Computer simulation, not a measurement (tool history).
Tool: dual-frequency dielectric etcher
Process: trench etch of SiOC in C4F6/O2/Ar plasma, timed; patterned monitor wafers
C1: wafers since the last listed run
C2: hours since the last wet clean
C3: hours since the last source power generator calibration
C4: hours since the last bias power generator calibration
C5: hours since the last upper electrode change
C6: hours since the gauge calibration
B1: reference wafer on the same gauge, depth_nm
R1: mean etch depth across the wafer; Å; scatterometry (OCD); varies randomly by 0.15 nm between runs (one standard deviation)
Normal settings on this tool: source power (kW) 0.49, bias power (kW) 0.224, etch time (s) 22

Run 1, hour 0: usual settings; C1 0; C2 225.9; C3 3884.6; C4 2645.1; C5 3494.4; C6 580.3; B1 54.3. Result: R1 498 Å.
Run 2, hour 46.1: usual settings; C1 545; C2 272; C3 3930.7; C4 2691.2; C5 3540.5; C6 626.4; B1 54.3. Result: R1 499 Å.
Run 3, hour 99.6: usual settings; C1 633; C2 325.5; C3 3984.2; C4 2744.7; C5 3594; C6 679.9; B1 54.2. Result: R1 500 Å.
Run 4, hour 138.2: usual settings; C1 456; C2 364.1; C3 4022.8; C4 2783.3; C5 3632.6; C6 718.5; B1 54.2. Result: R1 498 Å.
Run 5, hour 277.9: usual settings; C1 1652; C2 503.8; C3 4162.5; C4 2923; C5 3772.3; C6 858.2; B1 54.2. Result: R1 499 Å.
At hour 311.7: wet clean of the chamber.
Run 6, hour 330.2: usual settings; C1 334; C2 18.5; C3 4214.8; C4 2975.3; C5 3824.6; C6 910.5; B1 54.1. Result: R1 499 Å.
Run 7, hour 394.1: usual settings; C1 756; C2 82.4; C3 4278.7; C4 3039.2; C5 3888.5; C6 974.4; B1 54.1. Result: R1 498 Å.
Run 8, hour 430.9: usual settings; C1 435; C2 119.2; C3 4315.5; C4 3076; C5 3925.3; C6 1011.2; B1 54.1. Result: R1 498 Å.
At hour 473.3: source power generator calibrated.
Run 9, hour 497.1: usual settings but etch time (s) 17.5; C1 735; C2 185.4; C3 23.8; C4 3142.2; C5 3991.5; C6 1077.4; B1 54.1. Result: R1 395 Å.
Run 10, hour 543.7: usual settings but etch time (s) 17.5; C1 551; C2 232; C3 70.4; C4 3188.8; C5 4038.1; C6 1124; B1 54.1. Result: R1 398 Å.
At hour 573.7: bias power generator calibrated.
Run 11, hour 614.2: usual settings but source power (kW) 0.39, bias power (kW) 0.266, etch time (s) 17; C1 786; C2 302.5; C3 140.9; C4 40.5; C5 4108.6; C6 1194.5; B1 54. Result: R1 367 Å.
Run 12, hour 671.7: usual settings but source power (kW) 0.55, bias power (kW) 0.276; C1 680; C2 360; C3 198.4; C4 98; C5 4166.1; C6 1252; B1 54.1. Result: R1 543 Å.
Run 13, hour 706.9: usual settings but source power (kW) 0.58, bias power (kW) 0.175, etch time (s) 20; C1 416; C2 395.2; C3 233.6; C4 133.2; C5 4201.3; C6 1287.2; B1 54.1. Result: R1 462 Å.
At hour 752.2: wet clean of the chamber.
Run 14, hour 761.3: usual settings; C1 359; C2 9.1; C3 288; C4 187.6; C5 4255.7; C6 1341.6; B1 54. Result: R1 494 Å.
At hour 793.8: upper electrode replaced.
Run 15, hour 832.1: usual settings but source power (kW) 0.6, bias power (kW) 0.262, etch time (s) 19; C1 553; C2 79.9; C3 358.8; C4 258.4; C5 38.3; C6 1412.4; B1 54. Result: R1 478 Å.

Expected results for the next run?
Run 16, hour 863: usual settings but source power (kW) 0.55, bias power (kW) 0.254, etch time (s) 19; C1 365; C2 110.8; C3 389.7; C4 289.3; C5 69.2; C6 1443.3; B1 ?. Result: R1 ?.

{"run 16": {"B1": 54, "R1": 458}}
The same run, on a tool lacking any hidden state, would have yielded R1 466 Å.
